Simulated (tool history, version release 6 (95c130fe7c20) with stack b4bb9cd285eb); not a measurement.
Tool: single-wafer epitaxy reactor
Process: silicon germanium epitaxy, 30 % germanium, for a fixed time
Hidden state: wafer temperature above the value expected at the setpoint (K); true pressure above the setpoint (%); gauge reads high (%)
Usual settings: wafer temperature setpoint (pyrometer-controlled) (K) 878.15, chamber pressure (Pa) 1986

run   hour  wafer temperature setpoint (pyrometer-controlled) (K)  chamber pressure (Pa)  wafers since the last listed run  hours since the last pyrometer calibration  hours since the last manometer calibration  hours since the showerhead was replaced  hours since the gauge calibration  read-back reference wafer on the same gauge, thickness_nm  mean film thickness on the monitor wafer (nm)
  1    0.0                                                 878.15                   1986                                 0                                      1832.5                                      2072.6                                   6831.7                               97.9                                                     61.626                                         57.584
  2   27.9                                                 878.15                   1986                               515                                      1860.4                                      2100.5                                   6859.6                              125.8                                                     61.478                                         57.633
  3   59.8                                                 878.15                   1986                               589                                      1892.3                                      2132.4                                   6891.5                              157.7                                                     61.363                                         56.881
  4   84.0                                                 873.15                   1986                               447                                      1916.5                                      2156.6                                   6915.7                              181.9                                                     61.463                                         52.662
  5  107.0                                                 873.15                   1986                               425                                      1939.5                                      2179.6                                   6938.7                              204.9                                                     61.384                                         52.880
  6  129.5                                                 873.15                   1986                               416                                      1962.0                                      2202.1                                   6961.2                              227.4                                                     61.159                                         52.720
  7  164.4                                                 878.15                   1986                               645                                      1996.9                                      2237.0                                   6996.1                              262.3                                                     61.193                                         57.199
  8  183.1                                                 878.15                   1986                               345                                      2015.6                                      2255.7                                   7014.8                              281.0                                                     61.145                                         56.930
  9  209.0                                                 878.15                   1986                               478                                      2041.5                                      2281.6                                   7040.7                              306.9                                                     61.170                                         56.840
 10  245.1                                                 878.15                   1986                               667                                      2077.6                                      2317.7                                   7076.8                              343.0                                                     61.021                                         57.147
 11  259.9                                                 878.15                   1986                               273                                      2092.4                                      2332.5                                   7091.6                              357.8                                                     61.046                                         56.985
 12  286.5                                                 878.15                   2280                               491                                      2119.0                                      2359.1                                   7118.2                              384.4                                                     60.833                                         60.864
 13  301.3                                                 878.15                   2280                               273                                      2133.8                                      2373.9                                   7133.0                              399.2                                                     60.849                                         60.808
 14  333.7                                                 878.15                   2280                               599                                      2166.2                                      2406.3                                   7165.4                              431.6                                                     60.787                                         60.745
 15  360.1                                                 878.15                   1986                               488                                      2192.6                                      2432.7                                   7191.8                              458.0                                                     60.746                                         56.604
     374.7  -- gauge calibrated
 16  377.3                                                 878.15                   1986                               318                                      2209.8                                      2449.9                                   7209.0                                2.6                                                     61.760                                         57.242
 17  412.9                                                 878.15                   1986                               658                                      2245.4                                      2485.5                                   7244.6                               38.2                                                     61.710                                         57.455
     447.6  -- showerhead replaced
 18  448.1                                                 864.15                   1986                               502                                      2280.6                                      2520.7                                      0.5                               73.4                                                     61.665                                         45.914
 19  465.4                                                 878.15                   2280                               319                                      2297.9                                      2538.0                                     17.8                               90.7                                                     61.605                                         61.518
     473.8  -- pyrometer calibrated
 20  496.7                                                 878.15                   1986                               430                                        22.9                                      2569.3                                     49.1                              122.0                                                     61.507                                         57.609
 21  527.2                                                 893.15                   1760                               563                                        53.4                                      2599.8                                     79.6                              152.5                                                     61.461                                         67.529
 22  540.0                                                 878.15                   2413                               236                                        66.2                                      2612.6                                     92.4                              165.3                                                     61.491                                         63.052
 23  555.0                                                 886.15                   1627                               277                                        81.2                                      2627.6                                    107.4                              180.3                                                     61.451                                         58.447
 24  580.8                                                 871.15                   1986                               477                                       107.0                                      2653.4                                    133.2                              206.1                                                     61.409                                         51.180
     615.0  -- capacitance manometer re-zeroed and calibrated
 25  615.5                                                 885.15                   2293                               493                                       141.7                                         0.5                                    167.9                              240.8                                                     61.189                                         68.295
 26  629.2                                                 884.15                   1840                               253                                       155.4                                        14.2                                    181.6                              254.5                                                     61.139                                         60.617
 27  642.6                                                 887.15                   2226                               247                                       168.8                                        27.6                                    195.0                              267.9                                                     61.213                                         70.136
 28  667.8                                                 878.15                   1587                               465                                       194.0                                        52.8                                    220.2                              293.1                                                     61.158                                         50.761
 29  700.3                                                 889.15                   2226                               600                                       226.5                                        85.3                                    252.7                              325.6                                                     61.054                                         71.336
 30  724.8                                                 878.15                   2240                               452                                       251.0                                       109.8                                    277.2                              350.1                                                     60.979                                         60.048
 31  738.2                                                 878.15                   1520                               247                                       264.4                                       123.2                                    290.6                              363.5                                                     60.903                                         49.386
 32  766.7                                                 885.15                   2213                               526                                       292.9                                       151.7                                    319.1                              392.0                                                     60.836                                         67.055
 33  785.9                                                 878.15                   2400                               355                                       312.1                                       170.9                                    338.3                              411.2                                                     60.823                                         62.351
     786.9  -- gauge calibrated
 34  812.8                                                 878.15                   2373                               497                                       339.0                                       197.8                                    365.2                               25.9                                                     61.862                                         62.811
 35  840.0                                                 878.15                   1986                               502                                       366.2                                       225.0                                    392.4                               53.1                                                     61.805                                         57.831

Hidden state or all else? Some run-to-run changes of mean film thickness on the monitor wafer (nm), split into what the settings, what came in and random variation would give without the hidden state, and what is left for the hidden state (with any gauge scatter that isn't in both results):
Run 15 -> 16: gauge calibrated. mean film thickness on the monitor wafer (nm) +0.638: hidden state +1.060, all else -0.422.
Run 27 -> 28: wafer temperature setpoint (pyrometer-controlled) (K) 887.15 -> 878.15, chamber pressure (Pa) 2226 -> 1587. mean film thickness on the monitor wafer (nm) -19.375: hidden state +0.173, all else -19.548.
Run 28 -> 29: wafer temperature setpoint (pyrometer-controlled) (K) 878.15 -> 889.15, chamber pressure (Pa) 1587 -> 2226. mean film thickness on the monitor wafer (nm) +20.575: hidden state -0.354, all else +20.929.
Run 31 -> 32: wafer temperature setpoint (pyrometer-controlled) (K) 878.15 -> 885.15, chamber pressure (Pa) 1520 -> 2213. mean film thickness on the monitor wafer (nm) +17.669: hidden state -0.352, all else +18.021.
Run 33 -> 34: chamber pressure (Pa) 2400 -> 2373, gauge calibrated. mean film thickness on the monitor wafer (nm) +0.460: hidden state +1.060, all else -0.600.
